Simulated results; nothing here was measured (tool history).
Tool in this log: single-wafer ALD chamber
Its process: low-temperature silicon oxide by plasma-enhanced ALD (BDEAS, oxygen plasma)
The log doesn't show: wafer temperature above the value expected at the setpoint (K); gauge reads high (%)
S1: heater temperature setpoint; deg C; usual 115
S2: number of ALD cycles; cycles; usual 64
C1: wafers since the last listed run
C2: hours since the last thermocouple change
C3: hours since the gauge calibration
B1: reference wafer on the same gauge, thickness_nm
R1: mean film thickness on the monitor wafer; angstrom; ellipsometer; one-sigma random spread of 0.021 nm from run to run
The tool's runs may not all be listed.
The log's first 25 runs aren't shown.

{"run": 26, "hour": 1914.8, "S1": 115, "S2": 64, "C1": 285, "C2": 744.1, "C3": 83.2, "B1": 7.178, "R1": 83.18}
{"run": 27, "hour": 1959.4, "S1": 120, "S2": 57, "C1": 153, "C2": 788.7, "C3": 127.8, "B1": 7.183, "R1": 73.83}
{"run": 28, "hour": 2043.7, "S1": 125, "S2": 75, "C1": 289, "C2": 873.0, "C3": 212.1, "B1": 7.18, "R1": 95.91}
{"run": 29, "hour": 2141.4, "S1": 125, "S2": 68, "C1": 335, "C2": 970.7, "C3": 309.8, "B1": 7.187, "R1": 87.18}
{"run": 30, "hour": 2206.7, "S1": 126, "S2": 53, "C1": 224, "C2": 1036.0, "C3": 375.1, "B1": 7.18, "R1": 67.47}
{"run": 31, "hour": 2267.6, "S1": 125, "S2": 58, "C1": 209, "C2": 1096.9, "C3": 436.0, "B1": 7.177, "R1": 74.46}
{"run": 32, "hour": 2358.1, "S1": 120, "S2": 59, "C1": 311, "C2": 1187.4, "C3": 526.5, "B1": 7.184, "R1": 76.46}
{"run": 33, "hour": 2402.0, "S1": 115, "S2": 76, "C1": 150, "C2": 1231.3, "C3": 570.4, "B1": 7.18, "R1": 98.75}
{"run": 34, "hour": 2455.0, "S1": 107, "S2": 59, "C1": 182, "C2": 1284.3, "C3": 623.4, "B1": 7.18, "R1": 77.76}

Branching from run 34: 4 alternative next runs. What would each branch give?
{"run": "A", "hour": 2455.5, "S1": 102, "S2": 64, "C1": 1, "C2": 1284.8, "C3": 623.9, "B1": "?", "R1": "?"}
{"run": "B", "hour": 2455.5, "S1": 110, "S2": 64, "C1": 1, "C2": 1284.8, "C3": 623.9, "B1": "?", "R1": "?"}
{"run": "C", "hour": 2455.5, "S1": 122, "S2": 64, "C1": 1, "C2": 1284.8, "C3": 623.9, "B1": "?", "R1": "?"}
{"run": "D", "hour": 2455.5, "S1": 100, "S2": 53, "C1": 1, "C2": 1284.8, "C3": 623.9, "B1": "?", "R1": "?"}

run=A B1=7.178 R1=85.98
run=B B1=7.178 R1=84.52
run=C B1=7.178 R1=82.86
run=D B1=7.178 R1=71.66
The same runs, with their run-to-run variation unchanged, on a tool lacking any hidden condition would have given:
run=A R1=84.76
run=B R1=83.65
run=C R1=81.99
run=D R1=70.42

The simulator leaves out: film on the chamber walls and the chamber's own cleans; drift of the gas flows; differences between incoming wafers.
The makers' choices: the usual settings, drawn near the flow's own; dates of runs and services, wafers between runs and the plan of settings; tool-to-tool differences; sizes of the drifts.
